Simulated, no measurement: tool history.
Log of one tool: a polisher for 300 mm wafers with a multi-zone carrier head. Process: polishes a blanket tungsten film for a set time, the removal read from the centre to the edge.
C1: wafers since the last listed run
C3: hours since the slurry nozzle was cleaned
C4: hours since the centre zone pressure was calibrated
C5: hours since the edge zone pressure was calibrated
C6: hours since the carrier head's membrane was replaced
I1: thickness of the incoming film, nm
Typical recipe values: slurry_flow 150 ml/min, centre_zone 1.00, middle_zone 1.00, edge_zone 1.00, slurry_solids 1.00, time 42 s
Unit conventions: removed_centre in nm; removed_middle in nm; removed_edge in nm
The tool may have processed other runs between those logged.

Run 1, day 0.000: usual settings; C1 0; wafers polished on this pad 132; C3 334.6; C4 403.5; C5 254.8; C6 422.5; I1 776.4. Result: removed_centre 300.4 nm, removed_middle 307.7 nm, removed_edge 318.4 nm.
Run 2, day 1.438: usual settings but middle_zone 0.93; C1 219; wafers polished on this pad 352; C3 369.1; C4 438.0; C5 289.3; C6 457.0; I1 788.9. Result: removed_centre 299.8 nm, removed_middle 302.9 nm, removed_edge 318.4 nm.
Run 3, day 2.625: usual settings but middle_zone 1.03, slurry_solids 0.90; C1 181; wafers polished on this pad 533; C3 397.6; C4 466.5; C5 317.8; C6 485.5; I1 772.7. Result: removed_centre 290.6 nm, removed_middle 308.6 nm, removed_edge 316.4 nm.
At day 2.867: centre zone pressure recalibrated.
Run 4, day 5.192: usual settings but middle_zone 1.05, edge_zone 0.93; C1 379; wafers polished on this pad 913; C3 459.2; C4 55.8; C5 379.4; C6 547.1; I1 784.5. Result: removed_centre 313.8 nm, removed_middle 322.1 nm, removed_edge 307.3 nm.
Run 5, day 6.729: usual settings but edge_zone 1.05; C1 234; wafers polished on this pad 1148; C3 496.1; C4 92.7; C5 416.3; C6 584.0; I1 793.6. Result: removed_centre 309.7 nm, removed_middle 314.5 nm, removed_edge 330.2 nm.
Run 6, day 8.092: usual settings but slurry_flow 175 ml/min, centre_zone 0.89, time 35 s; C1 208; wafers polished on this pad 1356; C3 528.8; C4 125.4; C5 449.0; C6 616.7; I1 774.9. Result: removed_centre 238.7 nm, removed_middle 269.3 nm, removed_edge 264.0 nm.
Run 7, day 10.888: usual settings but centre_zone 1.05, edge_zone 0.93, slurry_solids 1.20, time 55 s; C1 427; wafers polished on this pad 1783; C3 595.9; C4 192.5; C5 516.1; C6 683.8; I1 775.8. Result: removed_centre 439.1 nm, removed_middle 427.4 nm, removed_edge 413.0 nm.
Run 8, day 13.754: usual settings; C1 437; wafers polished on this pad 2221; C3 664.7; C4 261.3; C5 584.9; C6 752.6; I1 773.1. Result: removed_centre 305.2 nm, removed_middle 313.8 nm, removed_edge 319.2 nm.
Run 9, day 16.054: usual settings but middle_zone 1.07; C1 351; wafers polished on this pad 2572; C3 719.9; C4 316.5; C5 640.1; C6 807.8; I1 779.4. Result: removed_centre 303.8 nm, removed_middle 325.5 nm, removed_edge 320.4 nm.
At day 17.875: slurry nozzle cleaned.
At day 18.158: worn pad replaced by a new one.
Run 10, day 18.179: usual settings but centre_zone 1.10, middle_zone 0.96, time 30 s; C1 292; wafers polished on this pad 3; C3 7.3; C4 367.5; C5 691.1; C6 858.8; I1 780.5. Result: removed_centre 232.9 nm, removed_middle 214.8 nm, removed_edge 231.7 nm.
Run 11, day 20.875: usual settings; C1 411; wafers polished on this pad 415; C3 72.0; C4 432.2; C5 755.8; C6 923.5; I1 765.7. Result: removed_centre 300.5 nm, removed_middle 309.0 nm, removed_edge 315.4 nm.
Run 12, day 22.550: usual settings but middle_zone 1.04; C1 255; wafers polished on this pad 671; C3 112.2; C4 472.4; C5 796.0; C6 963.7; I1 784.0. Result: removed_centre 303.0 nm, removed_middle 323.0 nm, removed_edge 320.1 nm.
Run 13, day 25.058: usual settings; C1 383; wafers polished on this pad 1054; C3 172.4; C4 532.6; C5 856.2; C6 1023.9; I1 773.8. Result: removed_centre 301.1 nm, removed_middle 309.8 nm, removed_edge 320.7 nm.
At day 26.817: centre zone pressure recalibrated.
Run 14, day 27.904: usual settings but middle_zone 1.03, slurry_solids 0.90; C1 422; wafers polished on this pad 1476; C3 240.7; C4 26.1; C5 924.5; C6 1092.2; I1 777.7. Result: removed_centre 303.6 nm, removed_middle 313.3 nm, removed_edge 309.4 nm.
At day 29.567: carrier head's membrane replaced by a new one.
Run 15, day 30.342: usual settings but middle_zone 0.92, edge_zone 0.96, slurry_solids 0.90, time 29 s; C1 340; wafers polished on this pad 1816; C3 299.2; C4 84.6; C5 983.0; C6 18.6; I1 782.5. Result: removed_centre 206.2 nm, removed_middle 200.6 nm, removed_edge 208.5 nm.
Run 16, day 32.817: usual settings but edge_zone 1.04, time 37 s; C1 378; wafers polished on this pad 2195; C3 358.6; C4 144.0; C5 1042.4; C6 78.0; I1 793.7. Result: removed_centre 271.4 nm, removed_middle 280.3 nm, removed_edge 281.6 nm.
Run 17, day 33.900: usual settings but middle_zone 0.95, time 29 s; C1 165; wafers polished on this pad 2360; C3 384.6; C4 170.0; C5 1068.4; C6 104.0; I1 785.4. Result: removed_centre 210.0 nm, removed_middle 211.0 nm, removed_edge 221.4 nm.
At day 36.188: worn pad replaced by a new one.
Run 18, day 36.692: usual settings but centre_zone 1.03, edge_zone 1.04, slurry_solids 0.75; C1 401; wafers polished on this pad 76; C3 451.6; C4 237.0; C5 1135.4; C6 171.0; I1 795.0. Result: removed_centre 291.6 nm, removed_middle 299.8 nm, removed_edge 304.9 nm.
Run 19, day 38.483: usual settings; C1 273; wafers polished on this pad 350; C3 494.6; C4 280.0; C5 1178.4; C6 214.0; I1 773.1. Result: removed_centre 306.0 nm, removed_middle 315.5 nm, removed_edge 319.1 nm.
Run 20, day 39.875: usual settings but time 30 s; C1 212; wafers polished on this pad 563; C3 528.0; C4 313.4; C5 1211.8; C6 247.4; I1 777.6. Result: removed_centre 214.6 nm, removed_middle 225.8 nm, removed_edge 230.1 nm.
Run 21, day 42.167: usual settings; C1 350; wafers polished on this pad 913; C3 583.0; C4 368.4; C5 1266.8; C6 302.4; I1 790.4. Result: removed_centre 294.4 nm, removed_middle 309.2 nm, removed_edge 314.5 nm.
At day 42.804: edge zone pressure recalibrated.
At day 47.338: centre zone pressure recalibrated.
Run 22, day 50.450: usual settings but slurry_solids 1.15, time 32 s; C1 1240; wafers polished on this pad 2153; C3 781.8; C4 74.7; C5 183.5; C6 501.2; I1 787.1. Result: removed_centre 246.0 nm, removed_middle 247.9 nm, removed_edge 249.4 nm.

Predict each of these 3 candidate next runs independently; none follows another, all start after run 22:
Run A, day 50.467: usual settings; C1 2; wafers polished on this pad 2155; C3 782.2; C4 75.1; C5 183.9; C6 501.6; I1 770.0. Result: removed_centre ?, removed_middle ?, removed_edge ?.
Run B, day 50.467: usual settings but centre_zone 0.91, edge_zone 0.93, slurry_solids 0.80; C1 2; wafers polished on this pad 2155; C3 782.2; C4 75.1; C5 183.9; C6 501.6; I1 770.0. Result: removed_centre ?, removed_middle ?, removed_edge ?.
Run C, day 50.467: usual settings but middle_zone 0.93, edge_zone 0.93; C1 2; wafers polished on this pad 2155; C3 782.2; C4 75.1; C5 183.9; C6 501.6; I1 770.0. Result: removed_centre ?, removed_middle ?, removed_edge ?.

run  removed_centre  removed_middle  removed_edge
  A           312.1           312.1         313.0
  B           275.8           298.1         288.7
  C           312.0           298.8         302.6
Without the tool's hidden state the same runs would have given:
run  removed_centre  removed_middle  removed_edge
  A           317.4           312.1         313.0
  B           280.6           298.0         288.7
  C           317.3           298.8         302.6
